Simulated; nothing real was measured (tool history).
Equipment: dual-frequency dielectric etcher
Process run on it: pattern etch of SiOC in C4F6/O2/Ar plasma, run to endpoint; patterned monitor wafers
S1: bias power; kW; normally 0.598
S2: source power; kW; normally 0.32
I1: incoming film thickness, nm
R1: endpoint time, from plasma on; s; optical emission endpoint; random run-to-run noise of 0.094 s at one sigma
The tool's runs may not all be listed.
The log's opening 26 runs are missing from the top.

run,day,S1,S2,I1,R1
27,13.317,0.659,0.39,46.91,14.4
28,13.883,0.598,0.32,46.88,15.8
29,14.254,0.598,0.32,46.59,15.9
30,14.55,0.679,0.32,46.45,15
31,14.988,0.479,0.32,46.7,17.3
32,15.412,0.654,0.32,46.33,15.2
33,15.779,0.641,0.34,47.25,15.4
34,16.404,0.598,0.32,46.71,16

Below are 5 alternative next runs, each starting from the tool's condition after run 34. Predict each:
A,16.421,0.598,0.25,46.66,?
B,16.421,0.598,0.3,46.66,?
C,16.421,0.644,0.29,46.66,?
D,16.421,0.67,0.25,46.66,?
E,16.421,0.74,0.26,46.66,?

run,R1
A,17.3
B,16.4
C,16.1
D,16.5
E,15.7
With no hidden state in the tool, these same runs would have given:
run,R1
A,16.7
B,15.9
C,15.6
D,16
E,15.2
